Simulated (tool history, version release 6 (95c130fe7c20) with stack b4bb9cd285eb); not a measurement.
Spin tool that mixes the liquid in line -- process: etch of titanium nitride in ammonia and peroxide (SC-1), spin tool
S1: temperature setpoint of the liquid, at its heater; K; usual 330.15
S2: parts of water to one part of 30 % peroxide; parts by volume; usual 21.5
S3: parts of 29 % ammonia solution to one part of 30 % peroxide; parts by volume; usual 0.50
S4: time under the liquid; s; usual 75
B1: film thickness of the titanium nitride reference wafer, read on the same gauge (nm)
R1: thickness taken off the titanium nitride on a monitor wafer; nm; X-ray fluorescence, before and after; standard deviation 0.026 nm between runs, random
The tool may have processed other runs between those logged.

run	day	S1	S2	S3	S4	B1	R1
1	0.000	330.15	21.5	0.50	75	149.999	3.697
# day 0.283: new drum of ammonia solution connected
2	3.604	330.15	21.5	0.50	75	149.995	3.671
3	5.667	330.15	21.5	0.50	75	149.986	3.686
# day 9.675: thermometer replaced
4	9.696	330.15	21.5	0.50	75	149.980	3.859
5	13.417	330.15	21.5	0.50	75	149.984	3.869
6	15.958	330.15	21.5	0.50	75	150.025	3.834
7	18.288	330.15	21.5	0.50	75	149.991	3.812
8	21.708	330.15	21.5	0.50	75	149.983	3.824
# day 21.879: new drum of ammonia solution connected
9	24.567	330.15	21.5	0.50	75	149.999	3.803
# day 27.925: gauge calibrated
10	32.358	330.15	21.5	0.50	75	150.001	3.793
# day 33.108: ammonia flow meter replaced
11	34.975	332.15	21.5	0.50	75	149.981	4.313
12	37.792	330.15	21.5	0.40	110	149.979	5.310
13	44.454	330.15	31.5	0.35	90	149.991	3.370
# day 44.742: new drum of ammonia solution connected
14	48.533	322.15	21.5	0.50	75	149.965	2.114
15	50.671	330.15	21.5	0.30	90	150.028	4.003
# day 52.546: heated supply line repaired
16	54.946	324.65	31.0	0.35	55	150.018	1.372
# day 55.042: thermometer replaced
17	57.417	337.15	16.5	0.35	75	149.972	6.653
18	59.642	330.15	21.5	0.50	75	150.005	3.861
19	62.758	330.15	21.5	0.50	75	150.018	3.821
20	64.533	330.15	21.5	0.50	75	149.962	3.814
# day 66.083: new drum of ammonia solution connected
21	66.429	330.15	21.5	0.50	75	149.994	3.831
22	69.521	330.15	21.5	0.60	75	150.007	3.960
23	72.704	330.15	21.5	0.70	75	149.964	4.070
24	76.375	330.15	16.5	0.50	75	149.983	4.394

4 ways to go on from here, each from the tool as it stands after run 24. What would each give?
A	76.392	330.15	21.5	0.50	85	?	?
B	76.392	330.15	24.5	0.50	75	?	?
C	76.392	323.65	15.5	0.70	35	?	?
D	76.392	321.15	21.5	0.50	75	?	?

run	B1	R1
A	150.051	4.282
B	150.051	3.510
C	150.051	1.440
D	150.051	2.034
With no hidden state in the tool, these same runs would have given:
run	R1
A	4.416
B	3.620
C	1.487
D	2.101
